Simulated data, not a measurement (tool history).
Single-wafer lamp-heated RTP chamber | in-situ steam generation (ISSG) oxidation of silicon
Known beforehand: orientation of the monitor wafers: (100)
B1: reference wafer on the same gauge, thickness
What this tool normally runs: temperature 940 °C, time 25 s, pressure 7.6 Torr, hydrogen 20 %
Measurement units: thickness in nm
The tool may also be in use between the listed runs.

Run 1, hour 0.0: usual settings; B1 3.902. Result: thickness 4.349 nm.
At hour 34.3: pyrometer window cleaned and pyrometer calibrated.
Run 2, hour 213.5: usual settings; B1 3.901. Result: thickness 4.339 nm.
Run 3, hour 281.6: usual settings but time 20 s; B1 3.900. Result: thickness 3.962 nm.
Run 4, hour 314.0: usual settings; B1 3.902. Result: thickness 4.345 nm.
Run 5, hour 359.7: usual settings but time 21 s; B1 3.898. Result: thickness 4.029 nm.
Run 6, hour 401.7: usual settings but time 21 s; B1 3.899. Result: thickness 4.042 nm.
Run 7, hour 464.3: usual settings but time 21 s; B1 3.896. Result: thickness 4.037 nm.
At hour 531.1: pyrometer window cleaned and pyrometer calibrated.
Run 8, hour 532.6: usual settings; B1 3.900. Result: thickness 4.437 nm.
Run 9, hour 559.8: usual settings; B1 3.903. Result: thickness 4.424 nm.
Run 10, hour 593.0: usual settings but pressure 8.6 Torr, hydrogen 11 %; B1 3.902. Result: thickness 3.913 nm.
At hour 615.2: gauge calibrated.
At hour 653.2: hydrogen flow controller replaced.
Run 11, hour 653.7: usual settings but temperature 945 °C, time 33 s, pressure 9.0 Torr, hydrogen 13 %; B1 3.904. Result: thickness 4.679 nm.
Run 12, hour 719.8: usual settings but time 34 s, hydrogen 16 %; B1 3.901. Result: thickness 4.891 nm.
Run 13, hour 779.5: usual settings; B1 3.903. Result: thickness 4.456 nm.
At hour 810.7: pyrometer window cleaned and pyrometer calibrated, repeated, since the last time left the tool worse.
At hour 812.7: pressure gauge zeroed.
Run 14, hour 822.4: usual settings but time 28 s, hydrogen 12 %; B1 3.895. Result: thickness 4.057 nm.
Run 15, hour 1020.7: usual settings but temperature 958 °C, pressure 6.9 Torr, hydrogen 24 %; B1 3.899. Result: thickness 4.784 nm.
Run 16, hour 1062.5: usual settings; B1 3.901. Result: thickness 4.337 nm.
Run 17, hour 1117.9: usual settings but temperature 948 °C, time 20 s; B1 3.899. Result: thickness 4.045 nm.
Run 18, hour 1166.7: usual settings but temperature 923 °C, time 16 s, pressure 8.3 Torr, hydrogen 15 %; B1 3.897. Result: thickness 3.266 nm.
Run 19, hour 1221.7: usual settings; B1 3.901. Result: thickness 4.334 nm.

Exercise: give the hidden state of the tool at every run:
true pressure minus gauge reading, Torr: 0 on each run
deviation of the hydrogen flow from its setpoint, %: 0 on each run
gauge reads high (%): 0 on each run
H1: true wafer temperature minus pyrometer reading, K
run     H1
  1   4.65
  2   3.58
  3   4.11
  4   4.29
  5   4.49
  6   4.63
  7   4.78
  8   9.24
  9   9.95
 10   10.7
 11   11.7
 12   12.4
 13   12.8
 14  0.422
 15   3.47
 16   3.75
 17   4.03
 18   4.21
 19   4.36

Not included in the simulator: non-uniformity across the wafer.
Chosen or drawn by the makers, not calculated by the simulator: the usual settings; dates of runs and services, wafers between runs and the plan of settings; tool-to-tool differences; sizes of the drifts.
